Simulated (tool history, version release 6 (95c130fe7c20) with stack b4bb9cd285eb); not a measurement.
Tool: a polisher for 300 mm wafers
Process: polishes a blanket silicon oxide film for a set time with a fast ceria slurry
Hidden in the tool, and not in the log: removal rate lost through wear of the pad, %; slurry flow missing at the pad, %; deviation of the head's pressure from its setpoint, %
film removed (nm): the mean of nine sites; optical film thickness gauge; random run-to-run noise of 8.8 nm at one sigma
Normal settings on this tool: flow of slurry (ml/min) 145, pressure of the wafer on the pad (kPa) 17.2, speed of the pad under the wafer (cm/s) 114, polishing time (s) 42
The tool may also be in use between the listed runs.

run,hour,flow of slurry (ml/min),pressure of the wafer on the pad (kPa),speed of the pad under the wafer (cm/s),polishing time (s),wafers since the last listed run,wafers polished on this pad,hours since the slurry nozzle was cleaned,hours since the head pressure was calibrated,"incoming thickness of the incoming film, nm",film removed (nm)
1,0.0,145,17.2,114,42,0,243,530.7,775.6,2886.7,668.2
2,19.5,145,17.2,114,42,273,517,550.2,795.1,2947.6,679.4
3,46.1,145,17.2,114,42,373,890,576.8,821.7,2858.2,675.0
4,60.1,145,17.2,114,42,196,1086,590.8,835.7,2881.7,673.5
5,90.2,145,17.2,98,42,422,1508,620.9,865.8,2931.3,575.9
# hour 116.6: worn pad replaced by a new one
6,117.1,145,17.2,114,42,321,7,647.8,892.7,2919.8,663.9
7,149.6,145,17.2,114,42,455,463,680.3,925.2,2885.2,647.6
8,163.5,145,17.2,114,42,194,658,694.2,939.1,2901.8,655.3
9,189.2,145,17.2,114,42,360,1018,719.9,964.8,2897.0,674.2
10,201.5,145,17.2,114,42,172,1191,732.2,977.1,2927.2,668.3
11,225.6,145,17.2,114,42,338,1529,756.3,1001.2,2853.8,658.4
# hour 237.1: head pressure recalibrated
# hour 238.1: slurry nozzle cleaned
12,241.3,145,17.2,114,42,178,1707,3.2,4.2,2886.8,707.2
# hour 248.0: worn pad replaced by a new one, of another model than before
13,262.4,145,17.2,134,42,239,202,24.3,25.3,2865.7,781.4
14,356.2,145,17.2,134,42,1315,1517,118.1,119.1,2905.9,765.9
15,373.5,145,17.2,134,42,242,1760,135.4,136.4,2859.7,761.1
# hour 396.4: worn pad replaced by a new one
16,403.9,130,17.2,114,42,370,104,165.8,166.8,2884.2,679.6
17,426.6,145,17.2,114,42,318,423,188.5,189.5,2878.2,664.2
18,443.5,195,17.2,100,48,237,660,205.4,206.4,2863.4,745.5
19,476.3,145,20.7,98,42,460,1120,238.2,239.2,2885.9,679.7
20,497.4,145,17.2,134,42,295,1416,259.3,260.3,2876.0,743.4
21,525.4,145,11.0,82,33,392,1809,287.3,288.3,2901.4,342.5
22,546.8,145,23.4,136,42,300,2109,308.7,309.7,2885.0,899.4
# hour 567.7: worn pad replaced by a new one
23,577.5,110,17.2,152,56,374,137,339.4,340.4,2918.8,1000.6
24,602.8,145,17.2,114,42,354,492,364.7,365.7,2857.3,664.4
25,634.2,145,17.2,114,42,440,933,396.1,397.1,2856.0,649.2
26,648.8,95,11.0,94,38,204,1137,410.7,411.7,2860.1,374.7
27,663.6,175,17.2,84,42,207,1345,425.5,426.5,2887.2,560.7
28,691.0,165,17.2,114,29,384,1729,452.9,453.9,2856.3,466.7
29,715.8,145,17.2,114,42,347,2077,477.7,478.7,2883.6,660.7
# hour 727.5: worn pad replaced by a new one
30,749.8,145,13.8,114,42,420,313,511.7,512.7,2930.5,590.3

5 ways to go on from here, each from the tool as it stands after run 30. What would each give?
A,750.2,145,17.2,114,42,5,319,512.1,513.1,2893.2,?
B,750.2,145,15.2,114,38,5,319,512.1,513.1,2893.2,?
C,750.2,195,17.2,76,42,5,319,512.1,513.1,2893.2,?
D,750.2,145,17.2,124,42,5,319,512.1,513.1,2893.2,?
E,750.2,185,17.2,114,34,5,319,512.1,513.1,2893.2,?

run,film removed (nm)
A,645.0
B,543.7
C,535.6
D,683.1
E,552.9
Stripped of hidden state, with their random variation kept, the same runs would have yielded:
run,film removed (nm)
A,699.8
B,589.9
C,569.5
D,741.1
E,589.8
